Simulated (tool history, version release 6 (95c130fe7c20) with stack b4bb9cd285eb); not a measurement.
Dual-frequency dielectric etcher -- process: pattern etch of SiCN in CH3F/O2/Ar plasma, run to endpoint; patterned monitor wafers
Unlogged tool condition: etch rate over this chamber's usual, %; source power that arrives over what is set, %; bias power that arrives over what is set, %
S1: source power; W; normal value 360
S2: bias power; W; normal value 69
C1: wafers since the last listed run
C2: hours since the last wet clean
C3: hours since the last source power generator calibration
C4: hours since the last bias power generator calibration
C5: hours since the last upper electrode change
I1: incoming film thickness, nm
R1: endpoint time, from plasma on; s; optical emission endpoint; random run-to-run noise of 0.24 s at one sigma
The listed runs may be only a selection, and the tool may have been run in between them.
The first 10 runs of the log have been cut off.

{"run": 11, "hour": 239.4, "S1": 360, "S2": 69, "C1": 482, "C2": 347.0, "C3": 1782.4, "C4": 4602.6, "C5": 72.0, "I1": 13.11, "R1": 38.1}
{"hour": 286.6, "done": "wet clean of the chamber"}
{"run": 12, "hour": 287.1, "S1": 360, "S2": 69, "C1": 357, "C2": 0.5, "C3": 1830.1, "C4": 4650.3, "C5": 119.7, "I1": 13.11, "R1": 37.2}
{"run": 13, "hour": 302.6, "S1": 390, "S2": 83, "C1": 233, "C2": 16.0, "C3": 1845.6, "C4": 4665.8, "C5": 135.2, "I1": 13.16, "R1": 33.5}
{"run": 14, "hour": 328.7, "S1": 300, "S2": 82, "C1": 393, "C2": 42.1, "C3": 1871.7, "C4": 4691.9, "C5": 161.3, "I1": 13.02, "R1": 37.7}
{"hour": 337.6, "done": "bias power generator calibrated"}
{"run": 15, "hour": 359.1, "S1": 300, "S2": 69, "C1": 397, "C2": 72.5, "C3": 1902.1, "C4": 21.5, "C5": 191.7, "I1": 12.91, "R1": 40.3}
{"run": 16, "hour": 390.4, "S1": 440, "S2": 79, "C1": 471, "C2": 103.8, "C3": 1933.4, "C4": 52.8, "C5": 223.0, "I1": 13.14, "R1": 32.7}
{"run": 17, "hour": 416.2, "S1": 420, "S2": 85, "C1": 388, "C2": 129.6, "C3": 1959.2, "C4": 78.6, "C5": 248.8, "I1": 13.03, "R1": 32.2}
{"run": 18, "hour": 444.0, "S1": 360, "S2": 69, "C1": 418, "C2": 157.4, "C3": 1987.0, "C4": 106.4, "C5": 276.6, "I1": 13.17, "R1": 37.3}
{"run": 19, "hour": 458.4, "S1": 360, "S2": 69, "C1": 216, "C2": 171.8, "C3": 2001.4, "C4": 120.8, "C5": 291.0, "I1": 13.22, "R1": 37.9}
{"run": 20, "hour": 493.8, "S1": 390, "S2": 60, "C1": 533, "C2": 207.2, "C3": 2036.8, "C4": 156.2, "C5": 326.4, "I1": 13.24, "R1": 38.3}
{"run": 21, "hour": 509.0, "S1": 290, "S2": 55, "C1": 228, "C2": 222.4, "C3": 2052.0, "C4": 171.4, "C5": 341.6, "I1": 13.08, "R1": 44.5}
{"run": 22, "hour": 544.0, "S1": 360, "S2": 80, "C1": 527, "C2": 257.4, "C3": 2087.0, "C4": 206.4, "C5": 376.6, "I1": 13.03, "R1": 35.8}
{"hour": 622.7, "done": "source power generator calibrated"}
{"run": 23, "hour": 623.2, "S1": 440, "S2": 69, "C1": 1132, "C2": 336.6, "C3": 0.5, "C4": 285.6, "C5": 455.8, "I1": 13.08, "R1": 34.9}
{"run": 24, "hour": 641.0, "S1": 450, "S2": 74, "C1": 268, "C2": 354.4, "C3": 18.3, "C4": 303.4, "C5": 473.6, "I1": 13.1, "R1": 33.7}
{"run": 25, "hour": 662.3, "S1": 360, "S2": 69, "C1": 320, "C2": 375.7, "C3": 39.6, "C4": 324.7, "C5": 494.9, "I1": 13.07, "R1": 38.5}
{"hour": 692.4, "done": "wet clean of the chamber"}
{"run": 26, "hour": 692.9, "S1": 360, "S2": 69, "C1": 99, "C2": 0.5, "C3": 70.2, "C4": 355.3, "C5": 525.5, "I1": 13.12, "R1": 36.2}
{"run": 27, "hour": 713.6, "S1": 360, "S2": 69, "C1": 311, "C2": 21.2, "C3": 90.9, "C4": 376.0, "C5": 546.2, "I1": 13.1, "R1": 36.4}
{"run": 28, "hour": 759.6, "S1": 300, "S2": 78, "C1": 692, "C2": 67.2, "C3": 136.9, "C4": 422.0, "C5": 592.2, "I1": 13.05, "R1": 38.7}
{"run": 29, "hour": 780.5, "S1": 380, "S2": 79, "C1": 314, "C2": 88.1, "C3": 157.8, "C4": 442.9, "C5": 613.1, "I1": 13.15, "R1": 34.6}
{"run": 30, "hour": 810.0, "S1": 360, "S2": 69, "C1": 444, "C2": 117.6, "C3": 187.3, "C4": 472.4, "C5": 642.6, "I1": 13.25, "R1": 37.4}

Run 31 is up next; what results do you expect?
{"run": 31, "hour": 832.7, "S1": 450, "S2": 79, "C1": 341, "C2": 140.3, "C3": 210.0, "C4": 495.1, "C5": 665.3, "I1": 13.13, "R1": "?"}

Run 31 came out at R1 32.0 s.
Had the tool carried no hidden state, the very same run would have given R1 31.6 s.
